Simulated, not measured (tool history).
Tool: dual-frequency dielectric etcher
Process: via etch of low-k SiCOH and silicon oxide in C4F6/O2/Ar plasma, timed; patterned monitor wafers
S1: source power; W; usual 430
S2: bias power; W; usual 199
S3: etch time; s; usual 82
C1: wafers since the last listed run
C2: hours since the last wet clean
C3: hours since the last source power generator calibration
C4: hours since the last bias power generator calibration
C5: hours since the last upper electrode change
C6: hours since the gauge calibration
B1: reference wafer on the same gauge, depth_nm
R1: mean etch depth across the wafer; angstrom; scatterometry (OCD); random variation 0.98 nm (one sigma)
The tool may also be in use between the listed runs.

run,day,S1,S2,S3,C1,C2,C3,C4,C5,C6,B1,R1
1,0,430,199,65,0,348.5,2502.4,2904.3,4623.5,1876.1,269.8,2076
# day 2.588: gauge calibrated
# day 6.058: wet clean of the chamber
2,9.488,430,177,82,1689,82.3,2730.1,3132,4851.2,165.6,270,2518
3,13.662,430,177,82,831,182.5,2830.3,3232.2,4951.4,265.8,270.1,2532
4,17.154,430,199,82,695,266.3,2914.1,3316,5035.2,349.6,269.9,2603
5,20.212,430,199,82,608,339.7,2987.5,3389.4,5108.6,423,270.1,2608
6,23.975,430,199,82,748,430,3077.8,3479.7,5198.9,513.3,269.9,2605
7,25.762,430,232,82,355,472.9,3120.7,3522.6,5241.8,556.2,270,2737
8,28.167,430,199,82,478,530.6,3178.4,3580.3,5299.5,613.9,269.9,2602
# day 29.929: wet clean of the chamber
9,30.396,430,199,82,244,11.2,3231.9,3633.8,5353,667.4,269.8,2630
10,32.154,430,199,82,350,53.4,3274.1,3676,5395.2,709.6,269.9,2607
# day 36.475: upper electrode replaced
11,36.6,430,199,82,685,160.1,3380.8,3782.7,3,816.3,270.1,2618
12,39.783,430,199,76,633,236.5,3457.2,3859.1,79.4,892.7,270.2,2424
13,43.629,490,199,82,765,328.8,3549.5,3951.4,171.7,985,270.3,2741
14,48.004,490,199,82,870,433.8,3654.5,4056.4,276.7,1090,270,2754
# day 48.625: source power generator calibrated
15,51.058,430,199,82,574,507.1,58.4,4129.7,350,1163.3,270.1,2564
# day 55.579: wet clean of the chamber
16,55.6,500,199,61,705,0.5,167.4,4238.7,459,1272.3,270.1,2026
17,56.917,430,226,82,262,32.1,199,4270.3,490.6,1303.9,270,2670
18,59.554,430,199,82,525,95.4,262.3,4333.6,553.9,1367.2,269.9,2577
# day 62.612: bias power generator calibrated
19,63.612,510,199,82,774,192.8,359.7,24,651.3,1464.6,270.1,2756
20,66.842,480,239,70,642,270.3,437.2,101.5,728.8,1542.1,270.2,2435
21,71.221,430,155,82,871,375.4,542.3,206.6,833.9,1647.2,270.2,2408
# day 72.188: gauge calibrated
22,73.342,390,199,82,422,426.3,593.2,257.5,884.8,27.7,270.1,2504
# day 75.583: wet clean of the chamber
23,77.475,430,232,82,623,45.4,692.4,356.7,984,126.9,270,2709
24,79.346,430,199,82,372,90.3,737.3,401.6,1028.9,171.8,269.9,2592
25,83.158,430,167,82,758,181.8,828.8,493.1,1120.4,263.3,270,2467
26,85.721,370,249,82,510,243.3,890.3,554.6,1181.9,324.8,270.1,2648
27,89.421,360,221,82,736,332.1,979.1,643.4,1270.7,413.6,269.6,2506
28,91.929,430,221,82,499,392.3,1039.3,703.6,1330.9,473.8,270.2,2699
29,96.212,430,199,103.5,852,495.1,1142.1,806.4,1433.7,576.6,270.1,3258
# day 99.667: wet clean of the chamber
30,100.508,430,227,88.5,656,20.2,1245.2,909.5,1536.8,679.7,270,2934

The tool's hidden state at each run:
etch rate over this chamber's usual, %: 0 in every run
bias power that arrives over what is set, %: 0 in every run
gauge reads high (%): 0 in every run
H1: source power that arrives over what is set, %
run,H1
1,5.18
2,5.29
3,5.33
4,5.37
5,5.39
6,5.42
7,5.44
8,5.46
9,5.47
10,5.48
11,5.51
12,5.53
13,5.55
14,5.58
15,0.498
16,0.937
17,1.06
18,1.29
19,1.62
20,1.87
21,2.17
22,2.31
23,2.57
24,2.68
25,2.89
26,3.02
27,3.2
28,3.31
29,3.5
30,3.66

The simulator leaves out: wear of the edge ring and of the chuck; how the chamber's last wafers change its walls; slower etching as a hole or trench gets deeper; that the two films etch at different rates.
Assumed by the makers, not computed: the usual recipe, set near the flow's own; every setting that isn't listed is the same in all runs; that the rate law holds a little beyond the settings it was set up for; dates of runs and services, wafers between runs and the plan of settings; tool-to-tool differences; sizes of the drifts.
